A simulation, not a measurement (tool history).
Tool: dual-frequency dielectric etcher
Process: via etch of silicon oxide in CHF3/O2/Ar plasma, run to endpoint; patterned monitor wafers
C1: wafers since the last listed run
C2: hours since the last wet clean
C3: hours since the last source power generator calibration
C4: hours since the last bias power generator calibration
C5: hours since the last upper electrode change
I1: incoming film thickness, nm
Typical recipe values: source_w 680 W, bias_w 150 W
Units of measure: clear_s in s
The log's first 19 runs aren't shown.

run 20 hour=1295.9 | source_w=830 bias_w=119 | C1=128 C2=245.3 C3=124.7 C4=1951.9 C5=2924.0 | I1=510.3 | clear_s=288.7
run 21 hour=1340.1 | source_w=840 bias_w=122 | C1=121 C2=289.5 C3=168.9 C4=1996.1 C5=2968.2 | I1=515.2 | clear_s=289.1
run 22 hour=1396.5 | source_w=680 bias_w=150 | C1=155 C2=345.9 C3=225.3 C4=2052.5 C5=3024.6 | I1=513.5 | clear_s=285.0
run 23 hour=1450.0 | source_w=620 bias_w=163 | C1=147 C2=399.4 C3=278.8 C4=2106.0 C5=3078.1 | I1=518.4 | clear_s=283.4
run 24 hour=1496.4 | source_w=840 bias_w=176 | C1=127 C2=445.8 C3=325.2 C4=2152.4 C5=3124.5 | I1=517.4 | clear_s=255.8
run 25 hour=1594.1 | source_w=680 bias_w=150 | C1=268 C2=543.5 C3=422.9 C4=2250.1 C5=3222.2 | I1=517.2 | clear_s=287.2
-- hour=1627.4 wet clean of the chamber
-- hour=1662.4 upper electrode replaced
run 26 hour=1662.9 | source_w=600 bias_w=150 | C1=57 C2=35.5 C3=491.7 C4=2318.9 C5=0.5 | I1=508.5 | clear_s=291.4
-- hour=1677.0 bias power generator calibrated
run 27 hour=1729.6 | source_w=680 bias_w=150 | C1=172 C2=102.2 C3=558.4 C4=52.6 C5=67.2 | I1=514.6 | clear_s=278.8
run 28 hour=1812.7 | source_w=680 bias_w=131 | C1=228 C2=185.3 C3=641.5 C4=135.7 C5=150.3 | I1=515.5 | clear_s=297.0
run 29 hour=1880.6 | source_w=820 bias_w=150 | C1=186 C2=253.2 C3=709.4 C4=203.6 C5=218.2 | I1=513.5 | clear_s=264.4
run 30 hour=1955.1 | source_w=750 bias_w=172 | C1=204 C2=327.7 C3=783.9 C4=278.1 C5=292.7 | I1=520.2 | clear_s=264.3
run 31 hour=2040.0 | source_w=680 bias_w=140 | C1=233 C2=412.6 C3=868.8 C4=363.0 C5=377.6 | I1=522.9 | clear_s=290.4
run 32 hour=2094.1 | source_w=680 bias_w=150 | C1=148 C2=466.7 C3=922.9 C4=417.1 C5=431.7 | I1=514.8 | clear_s=281.7
run 33 hour=2145.3 | source_w=680 bias_w=150 | C1=140 C2=517.9 C3=974.1 C4=468.3 C5=482.9 | I1=519.8 | clear_s=284.4
-- hour=2244.3 wet clean of the chamber
run 34 hour=2251.1 | source_w=610 bias_w=150 | C1=224 C2=6.8 C3=1079.9 C4=574.1 C5=588.7 | I1=517.3 | clear_s=290.0
run 35 hour=2342.2 | source_w=530 bias_w=126 | C1=250 C2=97.9 C3=1171.0 C4=665.2 C5=679.8 | I1=511.6 | clear_s=319.9
run 36 hour=2416.2 | source_w=640 bias_w=179 | C1=203 C2=171.9 C3=1245.0 C4=739.2 C5=753.8 | I1=516.0 | clear_s=267.8

3 ways to go on from here, each from the tool as it stands after run 36. What would each give?
run A hour=2416.7 | source_w=680 bias_w=150 | C1=1 C2=172.4 C3=1245.5 C4=739.7 C5=754.3 | I1=514.7 | clear_s=?
run B hour=2416.7 | source_w=850 bias_w=115 | C1=1 C2=172.4 C3=1245.5 C4=739.7 C5=754.3 | I1=514.7 | clear_s=?
run C hour=2416.7 | source_w=530 bias_w=128 | C1=1 C2=172.4 C3=1245.5 C4=739.7 C5=754.3 | I1=514.7 | clear_s=?

run=A clear_s=280.4
run=B clear_s=290.2
run=C clear_s=316.3
With the hidden condition removed and each run's random variation left untouched, the same runs would have given:
run=A clear_s=278.4
run=B clear_s=288.4
run=C clear_s=314.1
